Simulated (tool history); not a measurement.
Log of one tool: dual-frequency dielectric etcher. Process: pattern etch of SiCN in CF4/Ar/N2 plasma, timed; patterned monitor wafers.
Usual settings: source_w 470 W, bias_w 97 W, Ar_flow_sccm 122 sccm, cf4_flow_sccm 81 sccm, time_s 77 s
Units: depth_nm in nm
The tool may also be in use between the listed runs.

run,hour,source_w,bias_w,Ar_flow_sccm,cf4_flow_sccm,time_s,wafers since the last listed run,hours since the last wet clean,hours since the last source power generator calibration,hours since the last bias power generator calibration,hours since the last Ar flow controller change,hours since the last CF4 flow controller change,hours since the last upper electrode change,hours since the gauge calibration,"read-back reference wafer on the same gauge, depth_nm",depth_nm
1,0,470,97,122,81,93.5,0,388,2981.5,3891.3,3494.1,1037.2,2771.2,308.3,73.4,97.9
2,82.6,470,97,122,81,77,788,470.6,3064.1,3973.9,3576.7,1119.8,2853.8,390.9,73.4,80.8
3,155.3,470,97,122,81,77,693,543.3,3136.8,4046.6,3649.4,1192.5,2926.5,463.6,73.5,81.7
4,198.2,470,97,122,81,77,409,586.2,3179.7,4089.5,3692.3,1235.4,2969.4,506.5,73.3,81.4
# hour 283.3: Ar flow controller replaced
# hour 284.9: upper electrode replaced
# hour 287.9: wet clean of the chamber
5,296.7,470,97,122,81,77,838,8.8,3278.2,4188,13.4,1333.9,11.8,605,73.4,78.3
6,348.8,470,97,122,81,88.5,497,60.9,3330.3,4240.1,65.5,1386,63.9,657.1,73.4,90.8
7,418.9,470,97,122,81,88.5,668,131,3400.4,4310.2,135.6,1456.1,134,727.2,73.5,91.1
8,466.3,470,97,111,81,77,452,178.4,3447.8,4357.6,183,1503.5,181.4,774.6,73.3,81.1
9,572.7,470,97,122,81,77,1015,284.8,3554.2,4464,289.4,1609.9,287.8,881,73.4,80.2
# hour 628.9: gauge calibrated
10,669.7,470,97,136,81,77,925,381.8,3651.2,4561,386.4,1706.9,384.8,40.8,73.4,79
11,728.8,470,97,122,81,92.5,563,440.9,3710.3,4620.1,445.5,1766,443.9,99.9,73.4,97
12,793.8,470,97,103,81,77,620,505.9,3775.3,4685.1,510.5,1831,508.9,164.9,73.4,82.8
# hour 805.5: source power generator calibrated
13,861.7,540,87,136,64,77,609,573.8,56.2,4753,578.4,1898.9,576.8,232.8,73.5,80.7
# hour 925.6: wet clean of the chamber
14,932.8,470,97,122,81,77,449,7.2,127.3,4824.1,649.5,1970,647.9,303.9,73.3,78.8
# hour 1006.7: bias power generator calibrated
15,1013,500,97,122,101,68,727,87.4,207.5,6.3,729.7,2050.2,728.1,384.1,73.4,74.8
# hour 1092: CF4 flow controller replaced
16,1114.9,470,97,147,81,59.5,914,189.3,309.4,108.2,831.6,22.9,830,486,73.4,59.7
17,1182.2,470,97,108,94,77,642,256.6,376.7,175.5,898.9,90.2,897.3,553.3,73.5,83.2
18,1248.5,470,97,122,81,77,632,322.9,443,241.8,965.2,156.5,963.6,619.6,73.4,79.4
19,1300.2,470,97,122,81,77,493,374.6,494.7,293.5,1016.9,208.2,1015.3,671.3,73.3,80.4
20,1351,440,88,135,81,57.5,484,425.4,545.5,344.3,1067.7,259,1066.1,722.1,73.3,53.5
21,1426,470,109,122,81,77,715,500.4,620.5,419.3,1142.7,334,1141.1,797.1,73.5,85.8
22,1465.3,510,73,122,81,56,374,539.7,659.8,458.6,1182,373.3,1180.4,836.4,73.4,52.4

What the log doesn't show, run by run:
source power that arrives over what is set, %: 0 in every run
bias power that arrives over what is set, %: 0 in every run
Ar flow that arrives over what is set, %: 0 in every run
CF4 flow that arrives over what is set, %: 0 in every run
gauge reads high (%): 0 in every run
H1: etch rate over this chamber's usual, %
run,H1
1,2.07
2,2.48
3,2.84
4,3.05
5,0.0322
6,0.289
7,0.636
8,0.87
9,1.39
10,1.87
11,2.17
12,2.49
13,2.82
14,0.149
15,0.545
16,1.05
17,1.38
18,1.71
19,1.96
20,2.21
21,2.58
22,2.78
